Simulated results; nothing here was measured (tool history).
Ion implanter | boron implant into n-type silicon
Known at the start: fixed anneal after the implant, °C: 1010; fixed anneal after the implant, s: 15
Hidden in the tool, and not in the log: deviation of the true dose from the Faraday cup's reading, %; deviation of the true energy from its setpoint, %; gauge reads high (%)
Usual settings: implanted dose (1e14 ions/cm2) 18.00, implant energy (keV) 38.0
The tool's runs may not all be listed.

| run | hour | implanted dose (1e14 ions/cm2) | implant energy (keV) | wafers since the last listed run | hours since the last dose calibration | hours since the extraction supply was calibrated | hours since the gauge calibration | read-back reference wafer on the same gauge, sheet resistance | sheet resistance of the implanted and annealed layer (ohm/square) |
|---|---|---|---|---|---|---|---|---|---|
| 1 | 0.0 | 18.00 | 38.0 | 0 | 1553.5 | 2791.9 | 167.9 | 81.43 | 74.01 |
| 2 | 222.4 | 18.00 | 38.0 | 3608 | 1775.9 | 3014.3 | 390.3 | 81.40 | 74.27 |
| 3 | 275.0 | 18.00 | 38.0 | 853 | 1828.5 | 3066.9 | 442.9 | 81.36 | 74.65 |
| 4 | 328.5 | 18.00 | 38.0 | 868 | 1882.0 | 3120.4 | 496.4 | 81.37 | 74.33 |
| 5 | 388.0 | 21.22 | 33.0 | 965 | 1941.5 | 3179.9 | 555.9 | 81.36 | 67.41 |
| 6 | 485.3 | 21.22 | 33.0 | 1578 | 2038.8 | 3277.2 | 653.2 | 81.40 | 67.45 |
| 7 | 522.1 | 18.00 | 38.0 | 597 | 2075.6 | 3314.0 | 690.0 | 81.36 | 74.45 |
| 8 | 599.2 | 18.00 | 38.0 | 1250 | 2152.7 | 3391.1 | 767.1 | 81.31 | 74.47 |
| 9 | 688.2 | 18.00 | 38.0 | 1444 | 2241.7 | 3480.1 | 856.1 | 81.39 | 74.34 |
|  | 700.9 | gauge calibrated |
|  | 758.9 | Faraday cup replaced and dose calibrated |
| 10 | 767.6 | 23.28 | 47.5 | 1158 | 8.7 | 3559.5 | 66.7 | 81.45 | 59.89 |
|  | 863.4 | extraction supply calibrated |
| 11 | 863.9 | 18.00 | 38.0 | 1432 | 105.0 | 0.5 | 163.0 | 81.43 | 74.27 |
| 12 | 940.6 | 15.45 | 41.5 | 1244 | 181.7 | 77.2 | 239.7 | 81.45 | 82.99 |
| 13 | 989.5 | 18.00 | 38.0 | 793 | 230.6 | 126.1 | 288.6 | 81.33 | 74.34 |
| 14 | 1043.3 | 18.00 | 46.0 | 872 | 284.4 | 179.9 | 342.4 | 81.39 | 73.20 |
| 15 | 1087.5 | 21.54 | 25.0 | 717 | 328.6 | 224.1 | 386.6 | 81.42 | 70.90 |
| 16 | 1154.4 | 18.00 | 38.0 | 1085 | 395.5 | 291.0 | 453.5 | 81.40 | 74.42 |
| 17 | 1238.1 | 15.03 | 26.5 | 1358 | 479.2 | 374.7 | 537.2 | 81.43 | 88.45 |
| 18 | 1297.4 | 13.82 | 38.0 | 962 | 538.5 | 434.0 | 596.5 | 81.37 | 91.31 |
| 19 | 1340.2 | 18.00 | 38.0 | 694 | 581.3 | 476.8 | 639.3 | 81.42 | 74.37 |

Hidden state at the last listed run before each entry between runs and at the first one after, where it differs:
Between runs 9 and 10: gauge calibrated (hour 700.9); Faraday cup replaced and dose calibrated (hour 758.9)
  no hidden state differs between the two runs
Between runs 10 and 11: extraction supply calibrated (hour 863.4)
  no hidden state differs between the two runs
